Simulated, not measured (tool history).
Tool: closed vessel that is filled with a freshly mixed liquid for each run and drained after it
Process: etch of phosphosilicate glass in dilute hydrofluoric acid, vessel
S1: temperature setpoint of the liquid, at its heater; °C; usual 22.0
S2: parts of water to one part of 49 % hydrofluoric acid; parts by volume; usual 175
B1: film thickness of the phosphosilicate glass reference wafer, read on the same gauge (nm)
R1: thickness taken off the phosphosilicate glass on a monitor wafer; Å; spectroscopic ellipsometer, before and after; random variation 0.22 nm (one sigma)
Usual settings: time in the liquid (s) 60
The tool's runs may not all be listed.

{"run": 1, "hour": 0.0, "S1": 25.5, "S2": 175, "time in the liquid (s)": 75, "B1": 120.02, "R1": 448.2}
{"run": 2, "hour": 67.9, "S1": 22.0, "S2": 155, "time in the liquid (s)": 60, "B1": 119.93, "R1": 369.2}
{"run": 3, "hour": 108.1, "S1": 22.0, "S2": 155, "time in the liquid (s)": 60, "B1": 120.03, "R1": 369.0}
{"run": 4, "hour": 164.4, "S1": 22.0, "S2": 155, "time in the liquid (s)": 60, "B1": 120.0, "R1": 369.2}
{"run": 5, "hour": 203.7, "S1": 22.0, "S2": 175, "time in the liquid (s)": 85, "B1": 119.98, "R1": 450.8}
{"run": 6, "hour": 259.3, "S1": 22.0, "S2": 175, "time in the liquid (s)": 85, "B1": 120.04, "R1": 447.7}
{"run": 7, "hour": 295.4, "S1": 22.0, "S2": 175, "time in the liquid (s)": 80, "B1": 119.99, "R1": 425.8}
{"run": 8, "hour": 357.8, "S1": 22.0, "S2": 175, "time in the liquid (s)": 80, "B1": 120.0, "R1": 429.2}
{"run": 9, "hour": 384.0, "S1": 22.0, "S2": 175, "time in the liquid (s)": 60, "B1": 119.99, "R1": 319.0}
{"run": 10, "hour": 435.6, "S1": 22.0, "S2": 175, "time in the liquid (s)": 60, "B1": 120.03, "R1": 326.7}
{"run": 11, "hour": 620.9, "S1": 22.0, "S2": 175, "time in the liquid (s)": 60, "B1": 120.0, "R1": 297.4}
{"run": 12, "hour": 670.8, "S1": 22.0, "S2": 175, "time in the liquid (s)": 60, "B1": 119.99, "R1": 295.7}
{"run": 13, "hour": 706.0, "S1": 17.5, "S2": 175, "time in the liquid (s)": 60, "B1": 120.01, "R1": 250.6}
{"run": 14, "hour": 745.5, "S1": 22.0, "S2": 175, "time in the liquid (s)": 60, "B1": 119.97, "R1": 299.6}
{"run": 15, "hour": 774.6, "S1": 22.0, "S2": 140, "time in the liquid (s)": 60, "B1": 119.99, "R1": 393.8}
{"run": 16, "hour": 823.7, "S1": 22.0, "S2": 175, "time in the liquid (s)": 30, "B1": 120.04, "R1": 151.1}
{"run": 17, "hour": 861.6, "S1": 22.0, "S2": 175, "time in the liquid (s)": 60, "B1": 120.0, "R1": 302.7}
{"run": 18, "hour": 919.8, "S1": 22.0, "S2": 175, "time in the liquid (s)": 35, "B1": 120.03, "R1": 175.9}
{"run": 19, "hour": 947.5, "S1": 22.0, "S2": 130, "time in the liquid (s)": 60, "B1": 119.98, "R1": 433.7}
{"run": 20, "hour": 1009.6, "S1": 22.0, "S2": 175, "time in the liquid (s)": 75, "B1": 119.98, "R1": 382.3}
{"run": 21, "hour": 1073.5, "S1": 19.5, "S2": 90, "time in the liquid (s)": 75, "B1": 120.04, "R1": 742.7}
{"run": 22, "hour": 1117.4, "S1": 22.0, "S2": 175, "time in the liquid (s)": 60, "B1": 119.95, "R1": 305.1}
{"run": 23, "hour": 1167.9, "S1": 22.0, "S2": 175, "time in the liquid (s)": 90, "B1": 120.01, "R1": 466.6}
{"run": 24, "hour": 1234.7, "S1": 22.0, "S2": 175, "time in the liquid (s)": 60, "B1": 120.0, "R1": 306.7}
{"run": 25, "hour": 1275.3, "S1": 22.0, "S2": 145, "time in the liquid (s)": 40, "B1": 120.02, "R1": 257.7}
{"run": 26, "hour": 1335.8, "S1": 18.5, "S2": 120, "time in the liquid (s)": 60, "B1": 119.97, "R1": 422.9}
{"run": 27, "hour": 1394.4, "S1": 22.0, "S2": 175, "time in the liquid (s)": 60, "B1": 119.99, "R1": 312.4}
{"run": 28, "hour": 1465.2, "S1": 22.0, "S2": 100, "time in the liquid (s)": 80, "B1": 119.96, "R1": 798.0}
{"run": 29, "hour": 1526.8, "S1": 22.0, "S2": 240, "time in the liquid (s)": 60, "B1": 120.04, "R1": 212.9}
{"run": 30, "hour": 1569.9, "S1": 22.0, "S2": 175, "time in the liquid (s)": 60, "B1": 120.04, "R1": 316.8}
{"run": 31, "hour": 1598.7, "S1": 26.5, "S2": 130, "time in the liquid (s)": 75, "B1": 120.0, "R1": 659.0}
{"run": 32, "hour": 1637.9, "S1": 18.5, "S2": 120, "time in the liquid (s)": 60, "B1": 120.01, "R1": 431.7}
{"run": 33, "hour": 1663.6, "S1": 25.0, "S2": 175, "time in the liquid (s)": 60, "B1": 120.03, "R1": 358.0}

Taken out of this log: 4 entries between the listed runs. Where each belongs, and how the hidden state differs across it:
Between runs 6 and 7: gauge calibrated (hour 284.8)
  liquid hotter than its thermometer reads (K): 2.34 -> 2.4
  measured less the result without the state, R1: +38.0 -> +37.0 Å
Between runs 9 and 10: hydrofluoric acid flow meter replaced (hour 405.1)
  liquid hotter than its thermometer reads (K): 2.54 -> 2.62
  measured less the result without the state, R1: +29.3 -> +30.8 Å
Between runs 10 and 11: thermometer replaced (hour 533.4)
  liquid hotter than its thermometer reads (K): 2.62 -> 0.485
  measured less the result without the state, R1: +30.8 -> +5.6 Å
Between runs 20 and 21: hydrofluoric acid flow meter replaced (hour 1073.0)
  liquid hotter than its thermometer reads (K): 1.1 -> 1.21
  measured less the result without the state, R1: +15.7 -> +36.2 Å
